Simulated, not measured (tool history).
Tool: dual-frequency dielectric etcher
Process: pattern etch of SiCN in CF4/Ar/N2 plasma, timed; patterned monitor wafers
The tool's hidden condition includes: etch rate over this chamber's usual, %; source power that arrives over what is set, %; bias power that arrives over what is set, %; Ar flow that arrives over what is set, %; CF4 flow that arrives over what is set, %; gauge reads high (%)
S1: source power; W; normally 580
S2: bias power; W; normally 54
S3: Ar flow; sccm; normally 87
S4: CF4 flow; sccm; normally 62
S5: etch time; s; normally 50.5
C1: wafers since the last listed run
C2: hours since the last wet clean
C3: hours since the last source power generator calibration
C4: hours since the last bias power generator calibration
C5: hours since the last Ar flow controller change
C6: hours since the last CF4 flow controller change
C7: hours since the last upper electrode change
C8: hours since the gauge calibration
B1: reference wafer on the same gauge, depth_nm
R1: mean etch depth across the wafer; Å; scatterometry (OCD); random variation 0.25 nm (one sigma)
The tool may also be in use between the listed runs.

Run 1, hour 0: usual settings; C1 0; C2 298.8; C3 1921.7; C4 1874.5; C5 3432.4; C6 4717.8; C7 2406.2; C8 155.4; B1 43.14. Result: R1 530.8 Å.
Run 2, hour 27: usual settings; C1 248; C2 325.8; C3 1948.7; C4 1901.5; C5 3459.4; C6 4744.8; C7 2433.2; C8 182.4; B1 42.99. Result: R1 533.8 Å.
Run 3, hour 55.9: usual settings but S1 650 W; C1 266; C2 354.7; C3 1977.6; C4 1930.4; C5 3488.3; C6 4773.7; C7 2462.1; C8 211.3; B1 42.98. Result: R1 578.9 Å.
Run 4, hour 78.7: usual settings but S1 650 W; C1 210; C2 377.5; C3 2000.4; C4 1953.2; C5 3511.1; C6 4796.5; C7 2484.9; C8 234.1; B1 42.98. Result: R1 586.4 Å.
Run 5, hour 100.4: usual settings but S1 650 W; C1 200; C2 399.2; C3 2022.1; C4 1974.9; C5 3532.8; C6 4818.2; C7 2506.6; C8 255.8; B1 43.13. Result: R1 581.7 Å.
At hour 155.5: wet clean of the chamber.
At hour 158.6: CF4 flow controller replaced.
Run 6, hour 159.1: usual settings; C1 290; C2 3.6; C3 2080.8; C4 2033.6; C5 3591.5; C6 0.5; C7 2565.3; C8 314.5; B1 43.02. Result: R1 524.6 Å.
Run 7, hour 159.5: usual settings; C1 3; C2 4; C3 2081.2; C4 2034; C5 3591.9; C6 0.9; C7 2565.7; C8 314.9; B1 43.02. Result: R1 518.3 Å.
Run 8, hour 166.8: usual settings; C1 67; C2 11.3; C3 2088.5; C4 2041.3; C5 3599.2; C6 8.2; C7 2573; C8 322.2; B1 43.03. Result: R1 519.5 Å.
Run 9, hour 186.9: usual settings; C1 185; C2 31.4; C3 2108.6; C4 2061.4; C5 3619.3; C6 28.3; C7 2593.1; C8 342.3; B1 42.97. Result: R1 519.5 Å.
Run 10, hour 216.8: usual settings but S1 700 W, S4 77 sccm, S5 59.5 s; C1 275; C2 61.3; C3 2138.5; C4 2091.3; C5 3649.2; C6 58.2; C7 2623; C8 372.2; B1 42.9. Result: R1 735.6 Å.
At hour 251.7: bias power generator calibrated.
Run 11, hour 258.7: usual settings; C1 349; C2 103.2; C3 2180.4; C4 7; C5 3691.1; C6 100.1; C7 2664.9; C8 414.1; B1 42.94. Result: R1 525.6 Å.
At hour 280.3: Ar flow controller replaced.
At hour 290.4: upper electrode replaced.
Run 12, hour 290.9: usual settings but S2 64 W; C1 148; C2 135.4; C3 2212.6; C4 39.2; C5 10.6; C6 132.3; C7 0.5; C8 446.3; B1 43.07. Result: R1 571.1 Å.
Run 13, hour 308.8: usual settings but S5 45 s; C1 165; C2 153.3; C3 2230.5; C4 57.1; C5 28.5; C6 150.2; C7 18.4; C8 464.2; B1 42.94. Result: R1 469.4 Å.
At hour 320.9: gauge calibrated.
Run 14, hour 342.4: usual settings but S1 650 W; C1 309; C2 186.9; C3 2264.1; C4 90.7; C5 62.1; C6 183.8; C7 52; C8 21.5; B1 43.05. Result: R1 575.2 Å.
At hour 349.4: source power generator calibrated.
Run 15, hour 377.1: usual settings but S1 460 W; C1 283; C2 221.6; C3 27.7; C4 125.4; C5 96.8; C6 218.5; C7 86.7; C8 56.2; B1 42.94. Result: R1 461.6 Å.
Run 16, hour 399.1: usual settings but S1 450 W, S4 73 sccm; C1 202; C2 243.6; C3 49.7; C4 147.4; C5 118.8; C6 240.5; C7 108.7; C8 78.2; B1 42.98. Result: R1 464.6 Å.
Run 17, hour 424.5: usual settings but S1 640 W, S3 75 sccm, S4 77 sccm, S5 42.5 s; C1 234; C2 269; C3 75.1; C4 172.8; C5 144.2; C6 265.9; C7 134.1; C8 103.6; B1 43. Result: R1 507.8 Å.
Run 18, hour 453.9: usual settings but S2 60 W, S3 97 sccm, S4 51 sccm, S5 62 s; C1 271; C2 298.4; C3 104.5; C4 202.2; C5 173.6; C6 295.3; C7 163.5; C8 133; B1 43.07. Result: R1 660.4 Å.
Run 19, hour 479: usual settings but S1 500 W, S5 40.5 s; C1 231; C2 323.5; C3 129.6; C4 227.3; C5 198.7; C6 320.4; C7 188.6; C8 158.1; B1 42.94. Result: R1 392.9 Å.

4 ways to go on from here, each from the tool as it stands after run 19. What would each give?
Run A, hour 479.4: usual settings; C1 3; C2 323.9; C3 130; C4 227.7; C5 199.1; C6 320.8; C7 189; C8 158.5; B1 ?. Result: R1 ?.
Run B, hour 479.4: usual settings but S2 50 W, S4 71 sccm, S5 43 s; C1 3; C2 323.9; C3 130; C4 227.7; C5 199.1; C6 320.8; C7 189; C8 158.5; B1 ?. Result: R1 ?.
Run C, hour 479.4: usual settings but S2 41 W; C1 3; C2 323.9; C3 130; C4 227.7; C5 199.1; C6 320.8; C7 189; C8 158.5; B1 ?. Result: R1 ?.
Run D, hour 479.4: usual settings but S2 46 W, S3 72 sccm; C1 3; C2 323.9; C3 130; C4 227.7; C5 199.1; C6 320.8; C7 189; C8 158.5; B1 ?. Result: R1 ?.

run     B1     R1
  A  42.93  540.9
  B  42.93  455.9
  C  42.93    485
  D  42.93  521.3
With no hidden state in the tool, these same runs would have given:
run     R1
  A  521.1
  B  439.2
  C  467.3
  D  502.2

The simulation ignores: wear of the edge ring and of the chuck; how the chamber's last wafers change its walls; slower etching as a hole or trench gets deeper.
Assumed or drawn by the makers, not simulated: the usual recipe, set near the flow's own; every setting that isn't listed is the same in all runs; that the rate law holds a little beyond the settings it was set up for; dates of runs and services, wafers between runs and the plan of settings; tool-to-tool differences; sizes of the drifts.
